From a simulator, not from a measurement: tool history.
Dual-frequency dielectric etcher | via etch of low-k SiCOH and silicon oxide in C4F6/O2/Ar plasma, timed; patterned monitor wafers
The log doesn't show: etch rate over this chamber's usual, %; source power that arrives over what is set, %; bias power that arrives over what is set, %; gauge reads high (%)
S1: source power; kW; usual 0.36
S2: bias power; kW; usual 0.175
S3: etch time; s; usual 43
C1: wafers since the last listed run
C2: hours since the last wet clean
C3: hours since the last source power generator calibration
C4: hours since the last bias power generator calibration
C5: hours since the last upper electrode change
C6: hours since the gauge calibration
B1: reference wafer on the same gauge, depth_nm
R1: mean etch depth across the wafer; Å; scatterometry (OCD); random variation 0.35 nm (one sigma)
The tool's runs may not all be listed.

{"run": 1, "hour": 0.0, "S1": 0.36, "S2": 0.175, "S3": 43, "C1": 0, "C2": 161.9, "C3": 2471.1, "C4": 1124.3, "C5": 4244.9, "C6": 149.7, "B1": 89, "R1": 1013}
{"run": 2, "hour": 15.1, "S1": 0.36, "S2": 0.175, "S3": 43, "C1": 245, "C2": 177, "C3": 2486.2, "C4": 1139.4, "C5": 4260, "C6": 164.8, "B1": 88.9, "R1": 1003}
{"run": 3, "hour": 35.5, "S1": 0.36, "S2": 0.175, "S3": 43, "C1": 331, "C2": 197.4, "C3": 2506.6, "C4": 1159.8, "C5": 4280.4, "C6": 185.2, "B1": 89, "R1": 1005}
{"run": 4, "hour": 61.5, "S1": 0.36, "S2": 0.175, "S3": 43, "C1": 422, "C2": 223.4, "C3": 2532.6, "C4": 1185.8, "C5": 4306.4, "C6": 211.2, "B1": 89, "R1": 999}
{"hour": 85.7, "done": "upper electrode replaced"}
{"run": 5, "hour": 86.2, "S1": 0.36, "S2": 0.197, "S3": 33, "C1": 11, "C2": 248.1, "C3": 2557.3, "C4": 1210.5, "C5": 0.5, "C6": 235.9, "B1": 89, "R1": 797}
{"run": 6, "hour": 102.8, "S1": 0.36, "S2": 0.175, "S3": 43, "C1": 269, "C2": 264.7, "C3": 2573.9, "C4": 1227.1, "C5": 17.1, "C6": 252.5, "B1": 89, "R1": 1004}
{"run": 7, "hour": 118.2, "S1": 0.41, "S2": 0.175, "S3": 43, "C1": 250, "C2": 280.1, "C3": 2589.3, "C4": 1242.5, "C5": 32.5, "C6": 267.9, "B1": 89.1, "R1": 1051}
{"run": 8, "hour": 153.1, "S1": 0.41, "S2": 0.175, "S3": 43, "C1": 567, "C2": 315, "C3": 2624.2, "C4": 1277.4, "C5": 67.4, "C6": 302.8, "B1": 89.1, "R1": 1041}
{"run": 9, "hour": 173.2, "S1": 0.41, "S2": 0.175, "S3": 43, "C1": 326, "C2": 335.1, "C3": 2644.3, "C4": 1297.5, "C5": 87.5, "C6": 322.9, "B1": 88.9, "R1": 1037}
{"run": 10, "hour": 199.5, "S1": 0.36, "S2": 0.175, "S3": 43, "C1": 427, "C2": 361.4, "C3": 2670.6, "C4": 1323.8, "C5": 113.8, "C6": 349.2, "B1": 88.9, "R1": 1000}
{"run": 11, "hour": 213.6, "S1": 0.44, "S2": 0.214, "S3": 43, "C1": 229, "C2": 375.5, "C3": 2684.7, "C4": 1337.9, "C5": 127.9, "C6": 363.3, "B1": 89, "R1": 1134}
{"run": 12, "hour": 227.0, "S1": 0.38, "S2": 0.157, "S3": 43, "C1": 217, "C2": 388.9, "C3": 2698.1, "C4": 1351.3, "C5": 141.3, "C6": 376.7, "B1": 89, "R1": 976}
{"run": 13, "hour": 254.2, "S1": 0.36, "S2": 0.201, "S3": 33, "C1": 442, "C2": 416.1, "C3": 2725.3, "C4": 1378.5, "C5": 168.5, "C6": 403.9, "B1": 88.9, "R1": 797}
{"run": 14, "hour": 272.5, "S1": 0.36, "S2": 0.206, "S3": 43, "C1": 297, "C2": 434.4, "C3": 2743.6, "C4": 1396.8, "C5": 186.8, "C6": 422.2, "B1": 89, "R1": 1047}
{"run": 15, "hour": 297.4, "S1": 0.45, "S2": 0.175, "S3": 43, "C1": 404, "C2": 459.3, "C3": 2768.5, "C4": 1421.7, "C5": 211.7, "C6": 447.1, "B1": 88.9, "R1": 1067}
{"run": 16, "hour": 320.3, "S1": 0.42, "S2": 0.201, "S3": 43, "C1": 372, "C2": 482.2, "C3": 2791.4, "C4": 1444.6, "C5": 234.6, "C6": 470, "B1": 89, "R1": 1093}
{"hour": 366.3, "done": "wet clean of the chamber"}
{"run": 17, "hour": 366.8, "S1": 0.36, "S2": 0.175, "S3": 43, "C1": 365, "C2": 0.5, "C3": 2837.9, "C4": 1491.1, "C5": 281.1, "C6": 516.5, "B1": 89, "R1": 1028}
{"run": 18, "hour": 367.2, "S1": 0.36, "S2": 0.197, "S3": 43, "C1": 6, "C2": 0.9, "C3": 2838.3, "C4": 1491.5, "C5": 281.5, "C6": 516.9, "B1": 88.9, "R1": 1069}
{"hour": 395.7, "done": "gauge calibrated"}
{"run": 19, "hour": 399.0, "S1": 0.36, "S2": 0.175, "S3": 53, "C1": 517, "C2": 32.7, "C3": 2870.1, "C4": 1523.3, "C5": 313.3, "C6": 3.3, "B1": 89, "R1": 1259}
{"run": 20, "hour": 425.0, "S1": 0.45, "S2": 0.217, "S3": 46.5, "C1": 422, "C2": 58.7, "C3": 2896.1, "C4": 1549.3, "C5": 339.3, "C6": 29.3, "B1": 89, "R1": 1278}
{"hour": 441.1, "done": "source power generator calibrated"}
{"hour": 450.9, "done": "bias power generator calibrated"}
{"run": 21, "hour": 451.4, "S1": 0.36, "S2": 0.175, "S3": 43, "C1": 299, "C2": 85.1, "C3": 10.3, "C4": 0.5, "C5": 365.7, "C6": 55.7, "B1": 89, "R1": 1024}
{"run": 22, "hour": 484.9, "S1": 0.43, "S2": 0.175, "S3": 43, "C1": 544, "C2": 118.6, "C3": 43.8, "C4": 34, "C5": 399.2, "C6": 89.2, "B1": 89, "R1": 1072}
{"run": 23, "hour": 504.3, "S1": 0.36, "S2": 0.175, "S3": 43, "C1": 315, "C2": 138, "C3": 63.2, "C4": 53.4, "C5": 418.6, "C6": 108.6, "B1": 89, "R1": 1016}
{"run": 24, "hour": 522.3, "S1": 0.27, "S2": 0.204, "S3": 43, "C1": 292, "C2": 156, "C3": 81.2, "C4": 71.4, "C5": 436.6, "C6": 126.6, "B1": 89, "R1": 968}
{"run": 25, "hour": 551.3, "S1": 0.36, "S2": 0.175, "S3": 43, "C1": 471, "C2": 185, "C3": 110.2, "C4": 100.4, "C5": 465.6, "C6": 155.6, "B1": 89, "R1": 1005}
{"run": 26, "hour": 579.9, "S1": 0.43, "S2": 0.152, "S3": 51, "C1": 465, "C2": 213.6, "C3": 138.8, "C4": 129, "C5": 494.2, "C6": 184.2, "B1": 89, "R1": 1221}
{"run": 27, "hour": 610.0, "S1": 0.32, "S2": 0.197, "S3": 50, "C1": 489, "C2": 243.7, "C3": 168.9, "C4": 159.1, "C5": 524.3, "C6": 214.3, "B1": 89, "R1": 1174}
{"run": 28, "hour": 625.7, "S1": 0.36, "S2": 0.175, "S3": 43, "C1": 255, "C2": 259.4, "C3": 184.6, "C4": 174.8, "C5": 540, "C6": 230, "B1": 89, "R1": 1003}
{"run": 29, "hour": 646.7, "S1": 0.36, "S2": 0.146, "S3": 35, "C1": 341, "C2": 280.4, "C3": 205.6, "C4": 195.8, "C5": 561, "C6": 251, "B1": 89, "R1": 774}

Forecast each of these 5 alternatives for the next run:
{"run": "A", "hour": 647.1, "S1": 0.36, "S2": 0.175, "S3": 43, "C1": 6, "C2": 280.8, "C3": 206, "C4": 196.2, "C5": 561.4, "C6": 251.4, "B1": "?", "R1": "?"}
{"run": "B", "hour": 647.1, "S1": 0.44, "S2": 0.175, "S3": 30.5, "C1": 6, "C2": 280.8, "C3": 206, "C4": 196.2, "C5": 561.4, "C6": 251.4, "B1": "?", "R1": "?"}
{"run": "C", "hour": 647.1, "S1": 0.27, "S2": 0.175, "S3": 43, "C1": 6, "C2": 280.8, "C3": 206, "C4": 196.2, "C5": 561.4, "C6": 251.4, "B1": "?", "R1": "?"}
{"run": "D", "hour": 647.1, "S1": 0.29, "S2": 0.175, "S3": 51.5, "C1": 6, "C2": 280.8, "C3": 206, "C4": 196.2, "C5": 561.4, "C6": 251.4, "B1": "?", "R1": "?"}
{"run": "E", "hour": 647.1, "S1": 0.33, "S2": 0.175, "S3": 43, "C1": 6, "C2": 280.8, "C3": 206, "C4": 196.2, "C5": 561.4, "C6": 251.4, "B1": "?", "R1": "?"}

run=A B1=89 R1=1009
run=B B1=89 R1=765
run=C B1=89 R1=922
run=D B1=89 R1=1129
run=E B1=89 R1=981
Without the tool's hidden state the same runs would have given:
run=A R1=1025
run=B R1=777
run=C R1=936
run=D R1=1146
run=E R1=997

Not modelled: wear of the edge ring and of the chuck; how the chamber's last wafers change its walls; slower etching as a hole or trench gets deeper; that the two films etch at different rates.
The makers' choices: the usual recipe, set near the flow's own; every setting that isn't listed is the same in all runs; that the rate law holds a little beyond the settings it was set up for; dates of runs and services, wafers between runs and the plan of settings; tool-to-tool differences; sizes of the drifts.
